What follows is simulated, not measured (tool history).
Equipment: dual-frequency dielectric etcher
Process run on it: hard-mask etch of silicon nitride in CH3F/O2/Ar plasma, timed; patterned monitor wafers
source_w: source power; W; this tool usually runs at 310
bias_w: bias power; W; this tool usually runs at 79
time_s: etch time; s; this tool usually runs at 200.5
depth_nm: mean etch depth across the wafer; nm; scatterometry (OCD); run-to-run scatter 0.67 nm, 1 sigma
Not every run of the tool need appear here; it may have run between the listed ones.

run     day  source_w  bias_w  time_s  wafers since the last listed run  hours since the last wet clean  hours since the last source power generator calibration  hours since the last bias power generator calibration  hours since the last upper electrode change  hours since the gauge calibration  read-back reference wafer on the same gauge, depth_nm  depth_nm
  1       0       310      95   200.5                                 0                             0.5                                                     80.5                                                  156.2                                       3664.3                             1674.1                                                    127     139.3
  2   1.196       310      95   200.5                               193                            29.2                                                    109.2                                                  184.9                                         3693                             1702.8                                                  126.8     140.2
      6.392  -- gauge calibrated
  3   6.675       310      66   200.5                               884                           160.7                                                    240.7                                                  316.4                                       3824.5                                6.8                                                  126.9     118.2
  4   9.254       310      66   200.5                               416                           222.6                                                    302.6                                                  378.3                                       3886.4                               68.7                                                  127.1       118
  5  10.742       310      79   200.5                               240                           258.3                                                    338.3                                                    414                                       3922.1                              104.4                                                  127.1       128
  6  19.496       280      79     251                              1413                           468.4                                                    548.4                                                  624.1                                       4132.2                              314.5                                                  126.9     149.3
  7  21.288       310      72     179                               289                           511.4                                                    591.4                                                  667.1                                       4175.2                              357.5                                                  126.8     109.3
  8  22.667       310      79   200.5                               222                           544.5                                                    624.5                                                  700.2                                       4208.3                              390.6                                                  127.1     128.1
     24.175  -- wet clean of the chamber
  9  25.362       310      79   162.5                               273                            28.5                                                    689.2                                                  764.9                                         4273                              455.3                                                  126.9     102.6
 10  27.117       310      79   200.5                               283                            70.6                                                    731.3                                                    807                                       4315.1                              497.4                                                  127.3     127.4
 11  28.779       310      98   200.5                               268                           110.5                                                    771.2                                                  846.9                                         4355                              537.3                                                    127     140.2
 12    31.1       310      79   200.5                               374                           166.2                                                    826.9                                                  902.6                                       4410.7                                593                                                    127     126.7
 13  32.304       330      60     217                               194                           195.1                                                    855.8                                                  931.5                                       4439.6                              621.9                                                  126.9     125.5
     35.579  -- upper electrode replaced
 14    35.6       310      79   200.5                               370                           274.2                                                    934.9                                                 1010.6                                          0.5                                701                                                  126.8     128.2
 15  36.138       360      65   226.5                                86                           287.1                                                    947.8                                                 1023.5                                         13.4                              713.9                                                  126.9     143.2
 16  37.946       310      79     167                               291                           330.5                                                    991.2                                                 1066.9                                         56.8                              757.3                                                  126.9     105.2

What does the tool deliver on the next run?
 17  40.367       330      79   158.5                               390                           388.6                                                   1049.3                                                   1125                                        114.9                              815.4                                                      ?         ?

Run 17 measured read-back reference wafer on the same gauge, depth_nm 127.2, depth_nm 103.9 nm.
Take away the tool's hidden state, keep the run-to-run variation as it was, and the same run would have given depth_nm 105.2 nm.

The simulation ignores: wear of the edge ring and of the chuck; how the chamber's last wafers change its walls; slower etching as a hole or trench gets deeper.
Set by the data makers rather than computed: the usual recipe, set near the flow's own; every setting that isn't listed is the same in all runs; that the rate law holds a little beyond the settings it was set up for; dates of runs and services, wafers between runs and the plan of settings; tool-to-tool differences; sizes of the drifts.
